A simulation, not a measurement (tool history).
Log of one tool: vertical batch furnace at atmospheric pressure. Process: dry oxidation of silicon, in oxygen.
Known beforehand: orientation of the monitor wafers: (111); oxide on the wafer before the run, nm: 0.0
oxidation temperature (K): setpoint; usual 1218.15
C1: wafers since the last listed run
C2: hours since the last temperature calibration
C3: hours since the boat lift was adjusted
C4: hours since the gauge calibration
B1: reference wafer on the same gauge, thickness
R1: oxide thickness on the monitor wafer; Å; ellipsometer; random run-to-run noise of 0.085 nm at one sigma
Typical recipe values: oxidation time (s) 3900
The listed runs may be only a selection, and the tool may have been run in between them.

{"run": 1, "hour": 0.0, "oxidation temperature (K)": 1218.15, "oxidation time (s)": 3900, "C1": 0, "C2": 4289.6, "C3": 4995.8, "C4": 749.6, "B1": 39.48, "R1": 453.0}
{"run": 2, "hour": 19.0, "oxidation temperature (K)": 1218.15, "oxidation time (s)": 3900, "C1": 196, "C2": 4308.6, "C3": 5014.8, "C4": 768.6, "B1": 39.52, "R1": 452.5}
{"run": 3, "hour": 32.4, "oxidation temperature (K)": 1218.15, "oxidation time (s)": 3900, "C1": 138, "C2": 4322.0, "C3": 5028.2, "C4": 782.0, "B1": 39.49, "R1": 452.4}
{"run": 4, "hour": 60.1, "oxidation temperature (K)": 1218.15, "oxidation time (s)": 3900, "C1": 286, "C2": 4349.7, "C3": 5055.9, "C4": 809.7, "B1": 39.51, "R1": 453.8}
{"run": 5, "hour": 82.7, "oxidation temperature (K)": 1218.15, "oxidation time (s)": 3900, "C1": 233, "C2": 4372.3, "C3": 5078.5, "C4": 832.3, "B1": 39.51, "R1": 453.5}
{"run": 6, "hour": 95.9, "oxidation temperature (K)": 1218.15, "oxidation time (s)": 3900, "C1": 136, "C2": 4385.5, "C3": 5091.7, "C4": 845.5, "B1": 39.49, "R1": 453.1}
{"run": 7, "hour": 119.6, "oxidation temperature (K)": 1218.15, "oxidation time (s)": 3900, "C1": 244, "C2": 4409.2, "C3": 5115.4, "C4": 869.2, "B1": 39.53, "R1": 453.8}
{"run": 8, "hour": 155.0, "oxidation temperature (K)": 1218.15, "oxidation time (s)": 3900, "C1": 365, "C2": 4444.6, "C3": 5150.8, "C4": 904.6, "B1": 39.48, "R1": 455.4}
{"run": 9, "hour": 174.1, "oxidation temperature (K)": 1218.15, "oxidation time (s)": 3900, "C1": 197, "C2": 4463.7, "C3": 5169.9, "C4": 923.7, "B1": 39.51, "R1": 454.8}
{"run": 10, "hour": 278.7, "oxidation temperature (K)": 1218.15, "oxidation time (s)": 3900, "C1": 1080, "C2": 4568.3, "C3": 5274.5, "C4": 1028.3, "B1": 39.49, "R1": 455.3}
{"run": 11, "hour": 307.0, "oxidation temperature (K)": 1218.15, "oxidation time (s)": 3900, "C1": 292, "C2": 4596.6, "C3": 5302.8, "C4": 1056.6, "B1": 39.5, "R1": 455.5}
{"hour": 358.3, "done": "boat lift adjusted"}
{"run": 12, "hour": 358.8, "oxidation temperature (K)": 1218.15, "oxidation time (s)": 3900, "C1": 287, "C2": 4648.4, "C3": 0.5, "C4": 1108.4, "B1": 39.5, "R1": 457.1}
{"run": 13, "hour": 369.0, "oxidation temperature (K)": 1218.15, "oxidation time (s)": 3900, "C1": 105, "C2": 4658.6, "C3": 10.7, "C4": 1118.6, "B1": 39.5, "R1": 456.2}
{"run": 14, "hour": 388.6, "oxidation temperature (K)": 1218.15, "oxidation time (s)": 3900, "C1": 202, "C2": 4678.2, "C3": 30.3, "C4": 1138.2, "B1": 39.5, "R1": 455.3}
{"run": 15, "hour": 417.9, "oxidation temperature (K)": 1218.15, "oxidation time (s)": 3900, "C1": 302, "C2": 4707.5, "C3": 59.6, "C4": 1167.5, "B1": 39.52, "R1": 457.4}
{"hour": 423.6, "done": "gauge calibrated"}
{"hour": 450.3, "done": "thermocouples replaced and temperature profile calibrated"}
{"run": 16, "hour": 450.8, "oxidation temperature (K)": 1218.15, "oxidation time (s)": 5160, "C1": 91, "C2": 0.5, "C3": 92.5, "C4": 27.2, "B1": 39.47, "R1": 529.3}
{"run": 17, "hour": 459.2, "oxidation temperature (K)": 1210.15, "oxidation time (s)": 3900, "C1": 86, "C2": 8.9, "C3": 100.9, "C4": 35.6, "B1": 39.5, "R1": 406.9}
{"run": 18, "hour": 490.0, "oxidation temperature (K)": 1210.15, "oxidation time (s)": 3900, "C1": 318, "C2": 39.7, "C3": 131.7, "C4": 66.4, "B1": 39.49, "R1": 405.7}
{"run": 19, "hour": 505.0, "oxidation temperature (K)": 1210.15, "oxidation time (s)": 3900, "C1": 155, "C2": 54.7, "C3": 146.7, "C4": 81.4, "B1": 39.48, "R1": 406.6}
{"run": 20, "hour": 532.2, "oxidation temperature (K)": 1218.15, "oxidation time (s)": 3900, "C1": 281, "C2": 81.9, "C3": 173.9, "C4": 108.6, "B1": 39.5, "R1": 436.6}
{"run": 21, "hour": 566.8, "oxidation temperature (K)": 1218.15, "oxidation time (s)": 3900, "C1": 357, "C2": 116.5, "C3": 208.5, "C4": 143.2, "B1": 39.51, "R1": 435.8}
{"run": 22, "hour": 583.4, "oxidation temperature (K)": 1211.15, "oxidation time (s)": 4500, "C1": 171, "C2": 133.1, "C3": 225.1, "C4": 159.8, "B1": 39.5, "R1": 452.1}
{"run": 23, "hour": 600.0, "oxidation temperature (K)": 1207.15, "oxidation time (s)": 2580, "C1": 171, "C2": 149.7, "C3": 241.7, "C4": 176.4, "B1": 39.53, "R1": 296.7}
{"run": 24, "hour": 612.6, "oxidation temperature (K)": 1236.15, "oxidation time (s)": 5340, "C1": 130, "C2": 162.3, "C3": 254.3, "C4": 189.0, "B1": 39.51, "R1": 624.0}
{"run": 25, "hour": 716.2, "oxidation temperature (K)": 1240.15, "oxidation time (s)": 5490, "C1": 1070, "C2": 265.9, "C3": 357.9, "C4": 292.6, "B1": 39.48, "R1": 658.5}
{"run": 26, "hour": 742.7, "oxidation temperature (K)": 1218.15, "oxidation time (s)": 3900, "C1": 273, "C2": 292.4, "C3": 384.4, "C4": 319.1, "B1": 39.49, "R1": 436.7}
{"run": 27, "hour": 774.8, "oxidation temperature (K)": 1209.15, "oxidation time (s)": 2460, "C1": 331, "C2": 324.5, "C3": 416.5, "C4": 351.2, "B1": 39.51, "R1": 293.3}
{"run": 28, "hour": 789.7, "oxidation temperature (K)": 1228.15, "oxidation time (s)": 4440, "C1": 153, "C2": 339.4, "C3": 431.4, "C4": 366.1, "B1": 39.51, "R1": 517.3}
{"run": 29, "hour": 805.4, "oxidation temperature (K)": 1228.15, "oxidation time (s)": 4800, "C1": 162, "C2": 355.1, "C3": 447.1, "C4": 381.8, "B1": 39.51, "R1": 545.7}
{"run": 30, "hour": 824.8, "oxidation temperature (K)": 1239.15, "oxidation time (s)": 5640, "C1": 200, "C2": 374.5, "C3": 466.5, "C4": 401.2, "B1": 39.47, "R1": 667.1}
{"run": 31, "hour": 850.9, "oxidation temperature (K)": 1225.15, "oxidation time (s)": 4830, "C1": 269, "C2": 400.6, "C3": 492.6, "C4": 427.3, "B1": 39.5, "R1": 535.4}
{"run": 32, "hour": 883.8, "oxidation temperature (K)": 1238.15, "oxidation time (s)": 5340, "C1": 339, "C2": 433.5, "C3": 525.5, "C4": 460.2, "B1": 39.48, "R1": 637.4}
{"run": 33, "hour": 915.3, "oxidation temperature (K)": 1238.15, "oxidation time (s)": 5820, "C1": 325, "C2": 465.0, "C3": 557.0, "C4": 491.7, "B1": 39.51, "R1": 674.5}
{"run": 34, "hour": 932.0, "oxidation temperature (K)": 1207.15, "oxidation time (s)": 2490, "C1": 172, "C2": 481.7, "C3": 573.7, "C4": 508.4, "B1": 39.49, "R1": 291.6}
{"run": 35, "hour": 944.8, "oxidation temperature (K)": 1218.15, "oxidation time (s)": 3900, "C1": 132, "C2": 494.5, "C3": 586.5, "C4": 521.2, "B1": 39.49, "R1": 435.6}
{"run": 36, "hour": 973.1, "oxidation temperature (K)": 1218.15, "oxidation time (s)": 3900, "C1": 292, "C2": 522.8, "C3": 614.8, "C4": 549.5, "B1": 39.52, "R1": 435.7}
{"run": 37, "hour": 994.0, "oxidation temperature (K)": 1225.15, "oxidation time (s)": 4830, "C1": 215, "C2": 543.7, "C3": 635.7, "C4": 570.4, "B1": 39.5, "R1": 535.3}
{"run": 38, "hour": 1054.3, "oxidation temperature (K)": 1218.15, "oxidation time (s)": 5010, "C1": 623, "C2": 604.0, "C3": 696.0, "C4": 630.7, "B1": 39.52, "R1": 519.5}

How the hidden state differs across the entries between the runs, from the last listed run before each to the first after it:
Run 11 -> run 12: boat lift adjusted (hour 358.3)
  true tube temperature minus thermocouple reading, K: 5.47 -> 5.59
  measured minus no-state result, R1: +20.5 -> +21.0 Å
Run 15 -> run 16: gauge calibrated (hour 423.6); thermocouples replaced and temperature profile calibrated (hour 450.3)
  true tube temperature minus thermocouple reading, K: 5.72 -> 0.101
  measured minus no-state result, R1: +21.6 -> +0.5 Å
